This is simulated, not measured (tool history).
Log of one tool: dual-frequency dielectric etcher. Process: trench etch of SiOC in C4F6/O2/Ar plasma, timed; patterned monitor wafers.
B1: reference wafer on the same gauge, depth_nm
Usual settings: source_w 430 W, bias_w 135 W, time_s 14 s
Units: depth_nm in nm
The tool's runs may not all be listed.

run 1 hour=0 | source_w=430 bias_w=150 time_s=15.5 | B1=28.43 | depth_nm=32
run 2 hour=18.4 | source_w=430 bias_w=150 time_s=15.5 | B1=28.36 | depth_nm=32
run 3 hour=34.6 | source_w=430 bias_w=150 time_s=15.5 | B1=28.41 | depth_nm=31.82
run 4 hour=47.6 | source_w=430 bias_w=135 time_s=14 | B1=28.38 | depth_nm=27.45
run 5 hour=67.9 | source_w=430 bias_w=135 time_s=14 | B1=28.36 | depth_nm=27.29
run 6 hour=94.8 | source_w=430 bias_w=135 time_s=14 | B1=28.44 | depth_nm=27.46
run 7 hour=130.2 | source_w=500 bias_w=135 time_s=14 | B1=28.35 | depth_nm=29.46
run 8 hour=156.1 | source_w=430 bias_w=135 time_s=14 | B1=28.36 | depth_nm=27.34
run 9 hour=187.2 | source_w=430 bias_w=135 time_s=14 | B1=28.35 | depth_nm=27.4
-- hour=188.2 gauge calibrated
run 10 hour=214.8 | source_w=430 bias_w=135 time_s=14 | B1=28.76 | depth_nm=27.54
-- hour=253.5 upper electrode replaced
run 11 hour=254 | source_w=430 bias_w=135 time_s=11.5 | B1=28.63 | depth_nm=22.82
run 12 hour=274.3 | source_w=430 bias_w=135 time_s=14 | B1=28.6 | depth_nm=27.59
run 13 hour=301 | source_w=430 bias_w=135 time_s=14 | B1=28.5 | depth_nm=27.59
-- hour=318.9 bias power generator calibrated
run 14 hour=326.2 | source_w=490 bias_w=149 time_s=14 | B1=28.48 | depth_nm=30.65
run 15 hour=344 | source_w=430 bias_w=107 time_s=11.5 | B1=28.48 | depth_nm=20.2
-- hour=352.3 source power generator calibrated
run 16 hour=365.7 | source_w=430 bias_w=135 time_s=14 | B1=28.38 | depth_nm=27.3
-- hour=391.6 wet clean of the chamber
run 17 hour=392.1 | source_w=430 bias_w=135 time_s=17 | B1=28.37 | depth_nm=33.27
run 18 hour=407 | source_w=360 bias_w=124 time_s=16.5 | B1=28.41 | depth_nm=28.27
run 19 hour=428.3 | source_w=390 bias_w=135 time_s=12 | B1=28.35 | depth_nm=22.39
run 20 hour=440.9 | source_w=430 bias_w=135 time_s=14 | B1=28.31 | depth_nm=27.38
run 21 hour=467.9 | source_w=430 bias_w=111 time_s=18 | B1=28.34 | depth_nm=31.63
run 22 hour=492.3 | source_w=470 bias_w=135 time_s=14 | B1=28.27 | depth_nm=28.61
run 23 hour=514 | source_w=430 bias_w=135 time_s=14 | B1=28.23 | depth_nm=27.3
run 24 hour=549.7 | source_w=360 bias_w=162 time_s=11.5 | B1=28.23 | depth_nm=22.19
run 25 hour=567.9 | source_w=330 bias_w=106 time_s=11.5 | B1=28.28 | depth_nm=17.42
run 26 hour=595.3 | source_w=430 bias_w=150 time_s=15 | B1=28.27 | depth_nm=30.85

3 ways to go on from here, each from the tool as it stands after run 26. What would each give?
run A hour=595.7 | source_w=430 bias_w=135 time_s=14 | B1=? | depth_nm=?
run B hour=595.7 | source_w=360 bias_w=113 time_s=15.5 | B1=? | depth_nm=?
run C hour=595.7 | source_w=360 bias_w=115 time_s=15 | B1=? | depth_nm=?

run=A B1=28.27 depth_nm=27.43
run=B B1=28.27 depth_nm=25.47
run=C B1=28.27 depth_nm=24.87
Without the tool's hidden state the same runs would have given:
run=A depth_nm=28.07
run=B depth_nm=26.06
run=C depth_nm=25.44

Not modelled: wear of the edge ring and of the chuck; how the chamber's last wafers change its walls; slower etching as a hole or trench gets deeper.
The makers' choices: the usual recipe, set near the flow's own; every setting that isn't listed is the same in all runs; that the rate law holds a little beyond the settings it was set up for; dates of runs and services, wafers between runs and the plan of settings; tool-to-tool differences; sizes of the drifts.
